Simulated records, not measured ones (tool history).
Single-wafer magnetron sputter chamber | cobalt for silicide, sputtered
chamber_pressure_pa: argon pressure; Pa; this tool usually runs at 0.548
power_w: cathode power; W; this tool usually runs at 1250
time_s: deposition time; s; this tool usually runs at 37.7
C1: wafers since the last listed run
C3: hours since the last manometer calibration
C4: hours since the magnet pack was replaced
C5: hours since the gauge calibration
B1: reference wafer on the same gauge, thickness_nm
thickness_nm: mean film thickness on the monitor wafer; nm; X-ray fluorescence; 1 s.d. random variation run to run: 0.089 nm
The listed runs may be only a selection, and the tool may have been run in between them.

Run 1, hour 0.0: usual settings; C1 0; wafers on the sputter target 4948; C3 1517.1; C4 10416.1; C5 283.8; B1 25.900. Result: thickness_nm 21.201 nm.
Run 2, hour 20.7: usual settings but power_w 1500 W; C1 351; wafers on the sputter target 5300; C3 1537.8; C4 10436.8; C5 304.5; B1 25.899. Result: thickness_nm 25.199 nm.
Run 3, hour 53.0: usual settings but power_w 1500 W; C1 549; wafers on the sputter target 5849; C3 1570.1; C4 10469.1; C5 336.8; B1 25.889. Result: thickness_nm 25.077 nm.
Run 4, hour 82.9: usual settings but power_w 1500 W; C1 508; wafers on the sputter target 6358; C3 1600.0; C4 10499.0; C5 366.7; B1 25.902. Result: thickness_nm 24.726 nm.
Run 5, hour 100.0: usual settings; C1 290; wafers on the sputter target 6648; C3 1617.1; C4 10516.1; C5 383.8; B1 25.887. Result: thickness_nm 20.979 nm.
Run 6, hour 132.3: usual settings; C1 549; wafers on the sputter target 7197; C3 1649.4; C4 10548.4; C5 416.1; B1 25.902. Result: thickness_nm 20.908 nm.
At hour 146.5: gauge calibrated.
Run 7, hour 158.3: usual settings; C1 441; wafers on the sputter target 7639; C3 1675.4; C4 10574.4; C5 11.8; B1 25.937. Result: thickness_nm 20.794 nm.
At hour 183.7: sputter target and shields replaced.
Run 8, hour 190.6: usual settings; C1 413; wafers on the sputter target 117; C3 1707.7; C4 10606.7; C5 44.1; B1 25.912. Result: thickness_nm 21.964 nm.
At hour 208.2: magnet pack replaced, of another model than before.
Run 9, hour 208.7: usual settings but chamber_pressure_pa 0.339 Pa, power_w 1400 W, time_s 40.4 s; C1 171; wafers on the sputter target 289; C3 1725.8; C4 0.5; C5 62.2; B1 25.916. Result: thickness_nm 28.074 nm.

For run 10, what comes out?
Run 10, hour 238.2: usual settings but chamber_pressure_pa 0.730 Pa, power_w 1350 W, time_s 34.8 s; C1 501; wafers on the sputter target 790; C3 1755.3; C4 30.0; C5 91.7; B1 ?. Result: thickness_nm ?.

{"run 10": {"B1": 25.868, "thickness_nm": 20.361}}
With the hidden condition absent and the run-to-run variation left alone, this run would have shown thickness_nm 20.719 nm.
